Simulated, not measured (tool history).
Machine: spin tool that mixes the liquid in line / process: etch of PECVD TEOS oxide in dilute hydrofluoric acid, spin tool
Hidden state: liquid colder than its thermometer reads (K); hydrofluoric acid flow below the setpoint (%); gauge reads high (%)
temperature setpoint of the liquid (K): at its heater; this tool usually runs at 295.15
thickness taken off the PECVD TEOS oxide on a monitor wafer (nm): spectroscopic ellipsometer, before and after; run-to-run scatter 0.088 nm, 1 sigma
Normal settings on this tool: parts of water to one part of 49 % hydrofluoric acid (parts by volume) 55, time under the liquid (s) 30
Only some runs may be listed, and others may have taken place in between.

run	day	temperature setpoint of the liquid (K)	parts of water to one part of 49 % hydrofluoric acid (parts by volume)	time under the liquid (s)	wafers since the last listed run	hours since the thermometer was replaced	hours since the hydrofluoric acid flow meter was replaced	hours since the gauge calibration	read-back film thickness of the PECVD TEOS oxide reference wafer, read on the same gauge (nm)	thickness taken off the PECVD TEOS oxide on a monitor wafer (nm)
1	0	292.65	35	30	0	2366.8	896.5	2702.5	120.01	16.4
2	4.108	295.15	55	30	1600	2465.4	995.1	2801.1	120.02	11.31
3	6.246	295.15	55	15	832	2516.7	1046.4	2852.4	120	5.71
4	9.671	295.15	55	15	1334	2598.9	1128.6	2934.6	119.99	5.6
5	11.371	295.15	65	30	662	2639.7	1169.4	2975.4	120.03	9.4
# day 11.833: gauge calibrated
6	12.946	295.15	65	30	613	2677.5	1207.2	26.7	119.99	9.52
7	16.488	295.15	65	30	1379	2762.5	1292.2	111.7	119.98	9.58
# day 18.725: hydrofluoric acid flow meter replaced
8	18.746	298.15	70	30	863	2816.7	0.5	165.9	119.98	9.88
9	22.804	298.15	70	30	1580	2914.1	97.9	263.3	120.02	9.9
10	31.746	298.15	70	30	3483	3128.7	312.5	477.9	119.98	9.99
# day 32.888: thermometer replaced
11	35.038	293.15	55	30	1265	51.6	391.5	556.9	119.97	10.3
12	39.533	295.15	55	45	1751	159.5	499.4	664.8	119.95	17.17
13	41.05	296.65	35	40	590	195.9	535.8	701.2	120.02	26.2
14	45.05	292.65	30	45	1558	291.9	631.8	797.2	119.96	28.47
15	47.179	295.15	55	35	829	343	682.9	848.3	119.98	13.32
16	51.262	290.65	25	45	1590	441	780.9	946.3	119.99	32.38
17	57.892	295.15	55	30	2582	600.1	940	1105.4	120.02	11.39
18	59.542	295.15	75	30	642	639.7	979.6	1145	120	8.2
# day 67.317: hydrofluoric acid flow meter replaced
19	67.517	297.15	55	30	3090	831.1	4.8	1336.4	120.01	12.33
20	69.275	300.15	55	15	684	873.3	47	1378.6	120.02	7.06
21	73.025	295.15	80	30	1460	963.3	137	1468.6	120.04	7.59
22	76.008	291.15	55	30	1162	1034.9	208.6	1540.2	120.02	9.56
23	77.879	295.15	30	15	728	1079.8	253.5	1585.1	119.99	10.87
24	82.367	290.15	80	30	1748	1187.5	361.2	1692.8	119.98	6.24
25	86.396	295.15	55	30	1569	1284.2	457.9	1789.5	119.99	11.44
26	90.483	295.15	55	30	1592	1382.3	556	1887.6	119.94	11.41
27	93.129	295.15	55	30	1030	1445.8	619.5	1951.1	120.01	11.39
28	96.796	293.15	65	15	1428	1533.8	707.5	2039.1	120.02	4.34
29	98.383	297.65	55	30	618	1571.9	745.6	2077.2	120.01	12.78
30	100.271	292.15	55	30	735	1617.2	790.9	2122.5	119.96	9.91
31	103.446	295.15	30	30	1236	1693.4	867.1	2198.7	119.96	21.54

Run 32, settings as shown, results not yet in. Your forecast:
32	107.383	299.65	40	50	1533	1787.9	961.6	2293.2	?	?

{"run 32": {"read-back film thickness of the PECVD TEOS oxide reference wafer, read on the same gauge (nm)": 119.99, "thickness taken off the PECVD TEOS oxide on a monitor wafer (nm)": 31.54}}
With no hidden state in the tool, this same run would have given thickness taken off the PECVD TEOS oxide on a monitor wafer (nm) 31.54.
